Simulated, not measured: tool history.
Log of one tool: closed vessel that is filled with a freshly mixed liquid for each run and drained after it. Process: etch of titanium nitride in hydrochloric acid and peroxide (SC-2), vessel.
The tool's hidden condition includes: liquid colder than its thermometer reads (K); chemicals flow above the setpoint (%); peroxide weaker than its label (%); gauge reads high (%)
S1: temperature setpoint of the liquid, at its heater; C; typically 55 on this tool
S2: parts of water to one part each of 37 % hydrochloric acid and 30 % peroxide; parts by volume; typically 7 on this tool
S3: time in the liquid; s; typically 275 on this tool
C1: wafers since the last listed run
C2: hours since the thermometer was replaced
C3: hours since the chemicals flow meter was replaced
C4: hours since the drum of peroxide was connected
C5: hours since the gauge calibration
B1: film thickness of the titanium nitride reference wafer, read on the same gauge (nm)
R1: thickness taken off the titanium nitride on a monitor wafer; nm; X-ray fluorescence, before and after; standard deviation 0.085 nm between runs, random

Run 1, hour 0: usual settings; C1 0; C2 1324.8; C3 630.7; C4 496; C5 1809.4; B1 42.33. Result: R1 10.56 nm.
Run 2, hour 71.4: usual settings; C1 6727; C2 1396.2; C3 702.1; C4 567.4; C5 1880.8; B1 42.46. Result: R1 10.66 nm.
Run 3, hour 162.3: usual settings; C1 8564; C2 1487.1; C3 793; C4 658.3; C5 1971.7; B1 42.54. Result: R1 10.82 nm.
Run 4, hour 246.7: usual settings but S3 320 s; C1 7952; C2 1571.5; C3 877.4; C4 742.7; C5 2056.1; B1 42.68. Result: R1 12.49 nm.
At hour 271.4: new drum of peroxide connected.
Run 5, hour 302.2: usual settings but S3 320 s; C1 5135; C2 1627; C3 932.9; C4 30.8; C5 2111.6; B1 42.81. Result: R1 12.33 nm.
Run 6, hour 369.6: usual settings; C1 6350; C2 1694.4; C3 1000.3; C4 98.2; C5 2179; B1 42.87. Result: R1 10.73 nm.
Run 7, hour 453: usual settings; C1 7858; C2 1777.8; C3 1083.7; C4 181.6; C5 2262.4; B1 43.02. Result: R1 10.72 nm.
At hour 455.4: thermometer replaced.
Run 8, hour 545.8: usual settings; C1 8649; C2 90.4; C3 1176.5; C4 274.4; C5 2355.2; B1 43.15. Result: R1 10.7 nm.
Run 9, hour 614: usual settings; C1 6425; C2 158.6; C3 1244.7; C4 342.6; C5 2423.4; B1 43.28. Result: R1 10.67 nm.
Run 10, hour 706.4: usual settings; C1 8706; C2 251; C3 1337.1; C4 435; C5 2515.8; B1 43.42. Result: R1 10.85 nm.
Run 11, hour 744: usual settings; C1 3542; C2 288.6; C3 1374.7; C4 472.6; C5 2553.4; B1 43.41. Result: R1 10.91 nm.
At hour 787: gauge calibrated.
Run 12, hour 902.5: usual settings but S1 63.5 C, S3 355 s; C1 14934; C2 447.1; C3 1533.2; C4 631.1; C5 115.5; B1 39.36. Result: R1 22.05 nm.
At hour 967.4: new drum of peroxide connected.
Run 13, hour 992: usual settings but S1 49 C, S3 215 s; C1 8338; C2 536.6; C3 1622.7; C4 24.6; C5 205; B1 39.49. Result: R1 5.14 nm.
Run 14, hour 1091.6: usual settings but S1 64 C, S2 4.5 parts by volume, S3 130 s; C1 9384; C2 636.2; C3 1722.3; C4 124.2; C5 304.6; B1 39.66. Result: R1 11.45 nm.
Run 15, hour 1137.2: usual settings; C1 4296; C2 681.8; C3 1767.9; C4 169.8; C5 350.2; B1 39.7. Result: R1 9.99 nm.
At hour 1193.7: chemicals flow meter replaced.
Run 16, hour 1229.2: usual settings but S1 63 C; C1 8574; C2 773.8; C3 35.5; C4 261.8; C5 442.2; B1 39.88. Result: R1 16.58 nm.
Run 17, hour 1322.4: usual settings but S1 49.5 C, S2 10.5 parts by volume; C1 8781; C2 867; C3 128.7; C4 355; C5 535.4; B1 40.01. Result: R1 5.06 nm.
Run 18, hour 1360.1: usual settings but S1 51.5 C, S3 170 s; C1 3552; C2 904.7; C3 166.4; C4 392.7; C5 573.1; B1 40.08. Result: R1 4.95 nm.
Run 19, hour 1425.6: usual settings but S1 51 C, S3 115 s; C1 6171; C2 970.2; C3 231.9; C4 458.2; C5 638.6; B1 40.22. Result: R1 3.23 nm.
Run 20, hour 1472.9: usual settings but S1 49.5 C, S2 4.5 parts by volume, S3 205 s; C1 4456; C2 1017.5; C3 279.2; C4 505.5; C5 685.9; B1 40.21. Result: R1 7.16 nm.
Run 21, hour 1526.2: usual settings; C1 5022; C2 1070.8; C3 332.5; C4 558.8; C5 739.2; B1 40.34. Result: R1 10.23 nm.
Run 22, hour 1616.7: usual settings but S2 9 parts by volume; C1 8527; C2 1161.3; C3 423; C4 649.3; C5 829.7; B1 40.49. Result: R1 8.16 nm.
At hour 1628.5: new drum of peroxide connected.
Run 23, hour 1676.5: usual settings but S1 51.5 C, S2 8 parts by volume; C1 5540; C2 1221.1; C3 482.8; C4 48; C5 889.5; B1 40.58. Result: R1 7.29 nm.
Run 24, hour 1734.6: usual settings; C1 5474; C2 1279.2; C3 540.9; C4 106.1; C5 947.6; B1 40.66. Result: R1 10.23 nm.
Run 25, hour 1810.4: usual settings but S3 320 s; C1 7141; C2 1355; C3 616.7; C4 181.9; C5 1023.4; B1 40.79. Result: R1 11.9 nm.
Run 26, hour 1854: usual settings but S1 52 C, S2 6 parts by volume, S3 420 s; C1 4108; C2 1398.6; C3 660.3; C4 225.5; C5 1067; B1 40.82. Result: R1 14.24 nm.
Run 27, hour 2009.4: usual settings but S1 46.5 C, S2 4 parts by volume, S3 135 s; C1 14642; C2 1554; C3 815.7; C4 380.9; C5 1222.4; B1 41.04. Result: R1 4.31 nm.
Run 28, hour 2057.4: usual settings but S1 47 C, S2 8.5 parts by volume, S3 180 s; C1 4522; C2 1602; C3 863.7; C4 428.9; C5 1270.4; B1 41.14. Result: R1 3.42 nm.
Run 29, hour 2155.9: usual settings but S1 47.5 C; C1 9280; C2 1700.5; C3 962.2; C4 527.4; C5 1368.9; B1 41.32. Result: R1 6.35 nm.

Across each entry between runs, compare the hidden state at the last listed run before it with the hidden state at the first listed run after it:
Logged between run 4 and run 5: new drum of peroxide connected (hour 271.4)
  gauge reads high (%): 6.75 -> 6.96
  measured less the result without the state, R1: +0.79 -> +0.8 nm
Logged between run 7 and run 8: thermometer replaced (hour 455.4)
  gauge reads high (%): 7.54 -> 7.89
  measured less the result without the state, R1: +0.75 -> +0.78 nm
Logged between run 11 and run 12: gauge calibrated (hour 787)
  gauge reads high (%): 8.64 -> -1.56
  measured less the result without the state, R1: +0.87 -> -0.35 nm
Logged between run 12 and run 13: new drum of peroxide connected (hour 967.4)
  gauge reads high (%): -1.56 -> -1.22
  measured less the result without the state, R1: -0.35 -> -0.06 nm
Logged between run 15 and run 16: chemicals flow meter replaced (hour 1193.7)
  gauge reads high (%): -0.668 -> -0.318
  measured less the result without the state, R1: -0.07 -> -0.05 nm
Logged between run 22 and run 23: new drum of peroxide connected (hour 1628.5)
  gauge reads high (%): 1.16 -> 1.38
  measured less the result without the state, R1: +0.1 -> +0.1 nm

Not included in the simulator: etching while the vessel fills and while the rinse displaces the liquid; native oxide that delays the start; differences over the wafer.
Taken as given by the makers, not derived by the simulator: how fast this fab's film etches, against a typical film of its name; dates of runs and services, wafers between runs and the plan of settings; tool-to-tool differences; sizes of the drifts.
